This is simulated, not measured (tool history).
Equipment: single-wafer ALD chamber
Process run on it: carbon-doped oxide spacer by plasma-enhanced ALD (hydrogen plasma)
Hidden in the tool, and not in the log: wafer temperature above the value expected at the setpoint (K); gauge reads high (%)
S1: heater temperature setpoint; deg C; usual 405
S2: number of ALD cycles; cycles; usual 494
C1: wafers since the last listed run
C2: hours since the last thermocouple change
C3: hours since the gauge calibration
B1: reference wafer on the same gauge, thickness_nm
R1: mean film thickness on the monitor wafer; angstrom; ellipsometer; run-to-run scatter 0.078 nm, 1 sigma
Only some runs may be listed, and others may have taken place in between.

run	day	S1	S2	C1	C2	C3	B1	R1
1	0.000	396	494	0	1198.7	147.6	25.611	254.35
2	0.633	396	494	10	1213.9	162.8	25.601	252.43
3	1.346	405	494	12	1231.0	179.9	25.597	249.42
4	2.062	409	494	12	1248.2	197.1	25.590	248.06
5	2.708	409	494	11	1263.7	212.6	25.614	247.36
6	3.212	405	494	8	1275.8	224.7	25.580	248.96
7	3.638	405	494	7	1286.0	234.9	25.622	249.74
8	4.421	413	527	13	1304.8	253.7	25.613	259.71
9	6.642	413	527	37	1358.1	307.0	25.609	261.06
10	7.075	405	494	7	1368.5	317.4	25.596	249.10
11	8.967	405	494	32	1413.9	362.8	25.599	249.41
12	9.375	405	494	6	1423.7	372.6	25.602	249.58
13	9.975	405	494	10	1438.1	387.0	25.601	251.02
14	10.517	405	494	9	1451.1	400.0	25.598	250.08
15	10.938	405	494	7	1461.2	410.1	25.598	250.24
16	11.483	405	494	9	1474.3	423.2	25.593	250.39
17	11.871	405	494	6	1483.6	432.5	25.599	249.98
18	12.125	405	494	4	1489.7	438.6	25.611	248.95
# day 12.958: gauge calibrated
19	13.525	414	494	23	1523.3	13.6	25.609	244.45
20	14.229	412	494	12	1540.2	30.5	25.599	244.20
21	14.500	412	494	4	1546.7	37.0	25.599	245.66
22	15.146	412	494	11	1562.2	52.5	25.634	244.84
23	15.608	397	494	7	1573.3	63.6	25.585	252.54
24	16.092	394	416	8	1584.9	75.2	25.578	213.41
25	16.421	396	494	5	1592.8	83.1	25.593	253.33
26	17.058	405	494	10	1608.1	98.4	25.575	249.05
27	17.708	419	548	11	1623.7	114.0	25.612	265.48
28	18.192	405	494	8	1635.3	125.6	25.597	251.30
29	19.358	419	555	19	1663.3	153.6	25.597	270.29
30	19.871	418	541	8	1675.6	165.9	25.598	265.31
31	20.354	414	586	8	1687.2	177.5	25.619	288.78
32	21.108	418	526	12	1705.3	195.6	25.611	255.94
33	21.650	412	404	9	1718.3	208.6	25.588	200.37
# day 22.075: thermocouple changed; heater temperature recalibrated
34	22.267	418	494	4	4.6	223.4	25.616	240.46
35	22.775	412	469	8	16.8	235.6	25.602	231.52
36	23.225	410	576	7	27.6	246.4	25.584	286.51
37	23.558	410	420	5	35.6	254.4	25.585	209.92
38	24.292	401	538	12	53.2	272.0	25.610	274.93
39	24.696	392	494	6	62.9	281.7	25.576	253.64
40	25.162	412	494	7	74.1	292.9	25.611	244.91
41	25.758	393	494	10	88.4	307.2	25.591	253.67
42	26.325	405	494	9	102.0	320.8	25.606	249.80
43	26.708	409	592	6	111.2	330.0	25.594	295.11
44	27.446	405	563	12	128.9	347.7	25.613	285.18
45	27.712	397	399	4	135.3	354.1	25.607	203.73

How the hidden state differs across the entries between the runs, from the last listed run before each to the first after it:
From run 18 to run 19: gauge calibrated (day 12.958)
  no difference in the tool's unlogged condition between these two runs
From run 33 to run 34: thermocouple changed; heater temperature recalibrated (day 22.075)
  no difference in the tool's unlogged condition between these two runs
